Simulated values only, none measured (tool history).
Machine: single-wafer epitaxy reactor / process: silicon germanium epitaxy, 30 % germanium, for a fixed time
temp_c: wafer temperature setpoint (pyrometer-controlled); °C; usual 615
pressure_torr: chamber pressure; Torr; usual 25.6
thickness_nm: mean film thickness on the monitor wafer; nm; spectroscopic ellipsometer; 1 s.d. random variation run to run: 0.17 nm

run    hour  temp_c  pressure_torr  read-back reference wafer on the same gauge, thickness_nm  thickness_nm
  1       0     618           25.6                                                     95.855        85.263
  2      99     618           25.6                                                     95.866        84.836
  3   168.2     618           25.6                                                     95.868        84.872
  4   230.1     615           25.6                                                     95.899        81.116
  5   320.1     615           25.6                                                       95.9        81.037
  6   388.5     615           25.6                                                     95.994        80.842
      466.6  -- pyrometer calibrated
  7   484.2     621           25.6                                                     95.899        89.447
  8   548.9     621           25.6                                                     95.917        89.073
  9   625.6     621           25.6                                                     95.913        89.137
 10     712     615           25.6                                                      95.88        81.093
 11   803.7     610           21.5                                                     95.855        69.631
 12   906.8     624           25.6                                                     95.951         93.07
 13   966.9     607           20.2                                                     95.905        64.724
 14    1031     615           31.7                                                     95.894        88.968
 15  1135.2     601           28.6                                                     95.909        68.475
 16  1215.9     615           29.9                                                     95.937        86.796
 17  1263.7     628           30.3                                                     95.927       106.798
 18  1473.8     621           25.6                                                     95.922        89.178
     1479.2  -- gauge calibrated
 19  1547.3     629           28.4                                                     95.911       105.135
 20  1637.6     623           27.5                                                     95.835        95.132
 21  1697.8     615           25.6                                                     95.919        81.384
     1742.7  -- showerhead replaced
     1778.7  -- capacitance manometer re-zeroed and calibrated
 22  1797.5     615             27                                                     95.914         82.49
 23  1848.6     628           20.8                                                     95.976        90.503
 24  1897.4     607           20.2                                                     95.843        64.133
 25  1984.8     615           25.6                                                     95.921        81.115
     2001.8  -- pyrometer calibrated
 26  2091.6     606           25.6                                                      95.88        70.291
 27  2138.7     624           21.1                                                     95.911        85.222

What will run 28 give?
 28  2240.6     615           25.6                                                          ?             ?

Logged for run 28: read-back reference wafer on the same gauge, thickness_nm 95.868, thickness_nm 80.842 nm.
On a tool with no hidden condition, and with the same random variation, this run would have come out at thickness_nm 80.716 nm.
